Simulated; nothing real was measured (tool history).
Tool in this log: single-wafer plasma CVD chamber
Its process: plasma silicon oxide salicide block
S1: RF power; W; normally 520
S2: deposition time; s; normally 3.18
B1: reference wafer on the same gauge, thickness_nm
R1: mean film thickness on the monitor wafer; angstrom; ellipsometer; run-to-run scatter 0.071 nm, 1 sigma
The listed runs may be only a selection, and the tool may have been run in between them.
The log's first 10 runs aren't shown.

run,hour,S1,S2,B1,R1
11,334.1,450,3.18,34.987,293.42
12,362.7,450,3.18,34.993,294.74
# hour 371.1: RF generator calibrated
13,378.3,520,3.40,34.997,333.24
14,407.2,470,3.18,34.985,302.48
15,434.1,520,3.18,35.019,310.05
# hour 437.7: gauge calibrated
16,461.6,520,3.18,34.986,309.83
17,482.0,450,3.18,35.015,298.79
18,509.0,520,3.18,35.008,309.44
19,524.4,485,2.96,35.032,283.80
# hour 536.8: showerhead replaced
20,548.5,520,3.18,35.002,308.78
21,567.3,570,3.53,35.006,351.05
22,591.8,495,3.18,34.991,304.96
23,613.2,520,3.18,34.970,309.44
24,625.2,550,3.73,35.001,368.03
25,658.9,495,3.18,35.016,305.31
26,681.4,610,2.89,34.986,291.10
27,694.0,520,3.18,34.999,307.85
28,724.1,555,2.88,35.028,284.43
29,738.0,440,3.76,35.034,350.94
30,756.6,485,2.76,34.989,263.18
31,790.8,520,3.58,35.015,346.79
32,816.1,570,3.51,34.987,347.64
33,828.1,490,2.57,34.999,245.37

What if the next run were any one of these 4? Each begins from the tool's condition after run 33:
A,828.5,520,3.54,?,?
B,828.5,480,3.46,?,?
C,828.5,520,2.72,?,?
D,828.5,590,3.73,?,?

run,B1,R1
A,35.011,341.73
B,35.011,327.41
C,35.011,262.57
D,35.011,371.79
Without the tool's hidden state the same runs would have given:
run,R1
A,346.30
B,331.79
C,266.09
D,376.77
